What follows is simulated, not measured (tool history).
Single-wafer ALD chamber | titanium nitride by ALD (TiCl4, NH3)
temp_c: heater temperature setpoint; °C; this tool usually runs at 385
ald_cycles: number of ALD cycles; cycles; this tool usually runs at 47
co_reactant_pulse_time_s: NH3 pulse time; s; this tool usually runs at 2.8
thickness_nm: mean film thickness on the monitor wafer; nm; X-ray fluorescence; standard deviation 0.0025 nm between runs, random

| run | hour | temp_c | ald_cycles | co_reactant_pulse_time_s | read-back reference wafer on the same gauge, thickness_nm | thickness_nm |
|---|---|---|---|---|---|---|
| 1 | 0 | 374 | 47 | 2.8 | 0.853 | 0.989 |
| 2 | 24.4 | 374 | 47 | 2.8 | 0.853 | 0.989 |
| 3 | 66.7 | 385 | 47 | 2.8 | 0.853 | 1.002 |
| 4 | 116 | 385 | 47 | 2.8 | 0.854 | 0.999 |
| 5 | 146.6 | 385 | 47 | 2.8 | 0.854 | 0.999 |
| 6 | 212.7 | 385 | 47 | 2.8 | 0.854 | 0.999 |
| 7 | 246.6 | 385 | 47 | 2.8 | 0.854 | 1.001 |
| 8 | 271.1 | 385 | 47 | 2.8 | 0.854 | 1 |
| 9 | 309.7 | 385 | 47 | 2.8 | 0.854 | 1.003 |
| 10 | 367.5 | 385 | 47 | 2.8 | 0.855 | 1.002 |
|  | 395.4 | showerhead replaced |
| 11 | 425.9 | 385 | 47 | 2.8 | 0.855 | 0.997 |
| 12 | 461.2 | 385 | 47 | 3.06 | 0.855 | 1 |
| 13 | 502.8 | 385 | 47 | 3.06 | 0.855 | 1.003 |
| 14 | 528.6 | 385 | 47 | 3.06 | 0.855 | 1.002 |
| 15 | 554 | 385 | 47 | 2.8 | 0.856 | 0.996 |
| 16 | 591.7 | 385 | 47 | 2.8 | 0.856 | 0.998 |
| 17 | 649.2 | 381 | 51 | 2.8 | 0.856 | 1.085 |
| 18 | 680.8 | 372 | 47 | 2.8 | 0.856 | 0.987 |
| 19 | 726.3 | 400 | 55 | 2.8 | 0.856 | 1.187 |
| 20 | 773.6 | 385 | 47 | 2.8 | 0.856 | 0.999 |
|  | 790.8 | thermocouple changed; heater temperature recalibrated |
|  | 801.1 | gauge calibrated |
| 21 | 804.9 | 385 | 47 | 2.8 | 0.847 | 0.991 |
| 22 | 834.4 | 394 | 41 | 1.77 | 0.847 | 0.861 |
| 23 | 876 | 385 | 47 | 2.8 | 0.847 | 0.989 |
| 24 | 907.5 | 385 | 47 | 2.8 | 0.849 | 0.989 |
| 25 | 961.9 | 398 | 47 | 2.8 | 0.849 | 1 |
| 26 | 1029.2 | 381 | 54 | 3.09 | 0.851 | 1.142 |
| 27 | 1057.3 | 385 | 47 | 3.67 | 0.851 | 1.001 |
| 28 | 1109.5 | 385 | 47 | 3.63 | 0.851 | 1.002 |
| 29 | 1152.3 | 394 | 43 | 3.46 | 0.851 | 0.915 |
| 30 | 1195.1 | 372 | 55 | 3.66 | 0.851 | 1.162 |

Run-by-run hidden state of the tool:
wafer temperature above the value expected at the setpoint (K): 0 in every run
H1: gauge reads high (%)
| run | H1 |
|---|---|
| 1 | 0.657 |
| 2 | 0.683 |
| 3 | 0.724 |
| 4 | 0.768 |
| 5 | 0.792 |
| 6 | 0.841 |
| 7 | 0.863 |
| 8 | 0.878 |
| 9 | 0.9 |
| 10 | 0.929 |
| 11 | 0.956 |
| 12 | 0.97 |
| 13 | 0.986 |
| 14 | 0.994 |
| 15 | 1 |
| 16 | 1.01 |
| 17 | 1.03 |
| 18 | 1.04 |
| 19 | 1.05 |
| 20 | 1.06 |
| 21 | -0.0606 |
| 22 | 0.00922 |
| 23 | 0.1 |
| 24 | 0.164 |
| 25 | 0.264 |
| 26 | 0.373 |
| 27 | 0.413 |
| 28 | 0.483 |
| 29 | 0.534 |
| 30 | 0.58 |
